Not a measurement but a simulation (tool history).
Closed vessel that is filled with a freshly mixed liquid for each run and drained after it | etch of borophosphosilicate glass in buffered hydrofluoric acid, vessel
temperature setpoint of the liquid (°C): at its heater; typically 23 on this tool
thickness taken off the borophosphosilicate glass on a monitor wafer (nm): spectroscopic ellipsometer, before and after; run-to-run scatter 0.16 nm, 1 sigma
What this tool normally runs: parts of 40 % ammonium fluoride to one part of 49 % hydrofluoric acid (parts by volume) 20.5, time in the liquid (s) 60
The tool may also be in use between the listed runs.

run,day,temperature setpoint of the liquid (°C),parts of 40 % ammonium fluoride to one part of 49 % hydrofluoric acid (parts by volume),time in the liquid (s),wafers since the last listed run,hours since the thermometer was replaced,hours since the hydrofluoric acid flow meter was replaced,hours since the gauge calibration,"read-back film thickness of the borophosphosilicate glass reference wafer, read on the same gauge (nm)",thickness taken off the borophosphosilicate glass on a monitor wafer (nm)
1,0,24,20.5,60,0,739.9,1767.2,239.5,140.01,33.88
2,1.046,24,20.5,60,2640,765,1792.3,264.6,140,33.69
# day 1.804: gauge calibrated
3,1.9,23,20.5,60,2156,785.5,1812.8,2.3,140.05,31.78
4,5.058,23,20.5,60,7974,861.3,1888.6,78.1,140.01,31.47
5,6.204,23,20.5,60,2892,888.8,1916.1,105.6,139.98,31.56
6,7.483,23,20.5,60,3229,919.5,1946.8,136.3,139.99,31.48
# day 7.983: thermometer replaced
7,8.633,23,20.5,60,2798,15.6,1974.4,163.9,140.04,32.64
8,9.367,23,20.5,60,1851,33.2,1992,181.5,139.98,33
9,10.671,23,20.5,60,3292,64.5,2023.3,212.8,140.01,32.87
10,11.692,23,20.5,60,2577,89,2047.8,237.3,140.01,32.72
11,12.392,23,20.5,60,1767,105.8,2064.6,254.1,139.99,32.54
# day 13.754: gauge calibrated
12,13.783,23,13,60,3513,139.2,2098,0.7,139.98,49.12
13,14.908,23,20.5,60,2840,166.2,2125,27.7,140,32.57
# day 15.15: hydrofluoric acid flow meter replaced
14,15.654,25.5,13.5,75,1777,184.1,12.1,45.6,140.01,75.39
15,16.742,23,26.5,40,2745,210.2,38.2,71.7,140.01,19.71
16,17.479,23,20.5,60,1862,227.9,55.9,89.4,139.99,35.18

What will run 17 give?
17,18.879,23,27,60,3534,261.5,89.5,123,?,?

Run 17 yielded read-back film thickness of the borophosphosilicate glass reference wafer, read on the same gauge (nm) 140.01, thickness taken off the borophosphosilicate glass on a monitor wafer (nm) 28.79.
If the tool had no hidden condition, the same run with the same run-to-run variation would have returned thickness taken off the borophosphosilicate glass on a monitor wafer (nm) 29.67.
